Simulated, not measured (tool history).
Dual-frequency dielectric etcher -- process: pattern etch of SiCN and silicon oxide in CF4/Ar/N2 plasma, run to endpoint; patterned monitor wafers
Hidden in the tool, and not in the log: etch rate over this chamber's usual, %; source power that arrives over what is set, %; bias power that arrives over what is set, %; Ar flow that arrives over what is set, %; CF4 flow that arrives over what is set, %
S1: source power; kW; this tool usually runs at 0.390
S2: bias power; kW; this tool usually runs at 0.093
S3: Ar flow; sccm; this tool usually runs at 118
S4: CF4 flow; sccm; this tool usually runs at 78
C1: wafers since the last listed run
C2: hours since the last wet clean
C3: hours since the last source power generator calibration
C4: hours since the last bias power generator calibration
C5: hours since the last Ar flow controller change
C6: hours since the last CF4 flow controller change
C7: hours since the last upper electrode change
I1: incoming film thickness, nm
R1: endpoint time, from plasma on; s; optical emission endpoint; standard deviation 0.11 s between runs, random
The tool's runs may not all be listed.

run 1 hour=0.0 | S1=0.390 S2=0.093 S3=97 S4=78 | C1=0 C2=728.8 C3=520.4 C4=921.5 C5=157.3 C6=1468.5 C7=2011.9 | I1=12.43 | R1=14.4
-- hour=99.3 wet clean of the chamber
run 2 hour=101.6 | S1=0.390 S2=0.093 S3=118 S4=78 | C1=1489 C2=2.3 C3=622.0 C4=1023.1 C5=258.9 C6=1570.1 C7=2113.5 | I1=12.36 | R1=14.6
run 3 hour=164.2 | S1=0.390 S2=0.093 S3=118 S4=78 | C1=1201 C2=64.9 C3=684.6 C4=1085.7 C5=321.5 C6=1632.7 C7=2176.1 | I1=12.46 | R1=14.6
run 4 hour=201.5 | S1=0.390 S2=0.093 S3=118 S4=67 | C1=716 C2=102.2 C3=721.9 C4=1123.0 C5=358.8 C6=1670.0 C7=2213.4 | I1=12.40 | R1=15.0
run 5 hour=285.8 | S1=0.390 S2=0.093 S3=142 S4=92 | C1=1618 C2=186.5 C3=806.2 C4=1207.3 C5=443.1 C6=1754.3 C7=2297.7 | I1=12.42 | R1=14.2
run 6 hour=339.9 | S1=0.390 S2=0.093 S3=118 S4=78 | C1=1038 C2=240.6 C3=860.3 C4=1261.4 C5=497.2 C6=1808.4 C7=2351.8 | I1=12.41 | R1=14.7
run 7 hour=411.5 | S1=0.390 S2=0.093 S3=132 S4=90 | C1=1374 C2=312.2 C3=931.9 C4=1333.0 C5=568.8 C6=1880.0 C7=2423.4 | I1=12.41 | R1=14.4
run 8 hour=510.7 | S1=0.490 S2=0.093 S3=118 S4=86 | C1=1904 C2=411.4 C3=1031.1 C4=1432.2 C5=668.0 C6=1979.2 C7=2522.6 | I1=12.44 | R1=11.0
run 9 hour=600.4 | S1=0.440 S2=0.093 S3=139 S4=73 | C1=1722 C2=501.1 C3=1120.8 C4=1521.9 C5=757.7 C6=2068.9 C7=2612.3 | I1=12.42 | R1=13.0
-- hour=645.1 CF4 flow controller replaced
-- hour=655.8 upper electrode replaced
run 10 hour=656.3 | S1=0.390 S2=0.093 S3=118 S4=78 | C1=752 C2=557.0 C3=1176.7 C4=1577.8 C5=813.6 C6=11.2 C7=0.5 | I1=12.51 | R1=14.4
run 11 hour=756.0 | S1=0.350 S2=0.080 S3=105 S4=72 | C1=1914 C2=656.7 C3=1276.4 C4=1677.5 C5=913.3 C6=110.9 C7=100.2 | I1=12.46 | R1=17.9
run 12 hour=840.3 | S1=0.390 S2=0.078 S3=118 S4=78 | C1=1618 C2=741.0 C3=1360.7 C4=1761.8 C5=997.6 C6=195.2 C7=184.5 | I1=12.50 | R1=15.8
-- hour=871.2 wet clean of the chamber
run 13 hour=927.4 | S1=0.460 S2=0.107 S3=146 S4=62 | C1=1211 C2=56.2 C3=1447.8 C4=1848.9 C5=1084.7 C6=282.3 C7=271.6 | I1=12.37 | R1=11.8
run 14 hour=985.2 | S1=0.390 S2=0.093 S3=118 S4=91 | C1=1109 C2=114.0 C3=1505.6 C4=1906.7 C5=1142.5 C6=340.1 C7=329.4 | I1=12.38 | R1=13.8
run 15 hour=1055.4 | S1=0.390 S2=0.108 S3=140 S4=97 | C1=1347 C2=184.2 C3=1575.8 C4=1976.9 C5=1212.7 C6=410.3 C7=399.6 | I1=12.26 | R1=12.6
run 16 hour=1097.3 | S1=0.390 S2=0.100 S3=141 S4=96 | C1=804 C2=226.1 C3=1617.7 C4=2018.8 C5=1254.6 C6=452.2 C7=441.5 | I1=12.42 | R1=13.4
run 17 hour=1163.6 | S1=0.360 S2=0.107 S3=103 S4=85 | C1=1272 C2=292.4 C3=1684.0 C4=2085.1 C5=1320.9 C6=518.5 C7=507.8 | I1=12.45 | R1=14.1
run 18 hour=1233.2 | S1=0.490 S2=0.093 S3=100 S4=60 | C1=1336 C2=362.0 C3=1753.6 C4=2154.7 C5=1390.5 C6=588.1 C7=577.4 | I1=12.39 | R1=11.7
run 19 hour=1325.6 | S1=0.440 S2=0.093 S3=118 S4=96 | C1=1774 C2=454.4 C3=1846.0 C4=2247.1 C5=1482.9 C6=680.5 C7=669.8 | I1=12.55 | R1=12.1
run 20 hour=1428.7 | S1=0.390 S2=0.093 S3=118 S4=78 | C1=1979 C2=557.5 C3=1949.1 C4=2350.2 C5=1586.0 C6=783.6 C7=772.9 | I1=12.34 | R1=14.1
run 21 hour=1486.4 | S1=0.390 S2=0.093 S3=109 S4=88 | C1=1107 C2=615.2 C3=2006.8 C4=2407.9 C5=1643.7 C6=841.3 C7=830.6 | I1=12.44 | R1=13.8
run 22 hour=1572.5 | S1=0.390 S2=0.093 S3=118 S4=78 | C1=1653 C2=701.3 C3=2092.9 C4=2494.0 C5=1729.8 C6=927.4 C7=916.7 | I1=12.44 | R1=14.1
run 23 hour=1641.0 | S1=0.310 S2=0.104 S3=134 S4=72 | C1=1315 C2=769.8 C3=2161.4 C4=2562.5 C5=1798.3 C6=995.9 C7=985.2 | I1=12.51 | R1=17.8
run 24 hour=1699.8 | S1=0.390 S2=0.085 S3=118 S4=71 | C1=1128 C2=828.6 C3=2220.2 C4=2621.3 C5=1857.1 C6=1054.7 C7=1044.0 | I1=12.47 | R1=15.4
-- hour=1763.7 wet clean of the chamber
run 25 hour=1780.3 | S1=0.390 S2=0.093 S3=118 S4=89 | C1=1084 C2=16.6 C3=2300.7 C4=2701.8 C5=1937.6 C6=1135.2 C7=1124.5 | I1=12.39 | R1=13.8

Forecast each of these 3 alternatives for the next run:
run A hour=1780.7 | S1=0.390 S2=0.093 S3=118 S4=78 | C1=7 C2=17.0 C3=2301.1 C4=2702.2 C5=1938.0 C6=1135.6 C7=1124.9 | I1=12.25 | R1=?
run B hour=1780.7 | S1=0.390 S2=0.113 S3=126 S4=78 | C1=7 C2=17.0 C3=2301.1 C4=2702.2 C5=1938.0 C6=1135.6 C7=1124.9 | I1=12.25 | R1=?
run C hour=1780.7 | S1=0.390 S2=0.078 S3=118 S4=68 | C1=7 C2=17.0 C3=2301.1 C4=2702.2 C5=1938.0 C6=1135.6 C7=1124.9 | I1=12.25 | R1=?

run=A R1=13.9
run=B R1=12.5
run=C R1=16.0
Without the tool's unlogged condition, the same runs would have read:
run=A R1=15.0
run=B R1=13.5
run=C R1=17.2
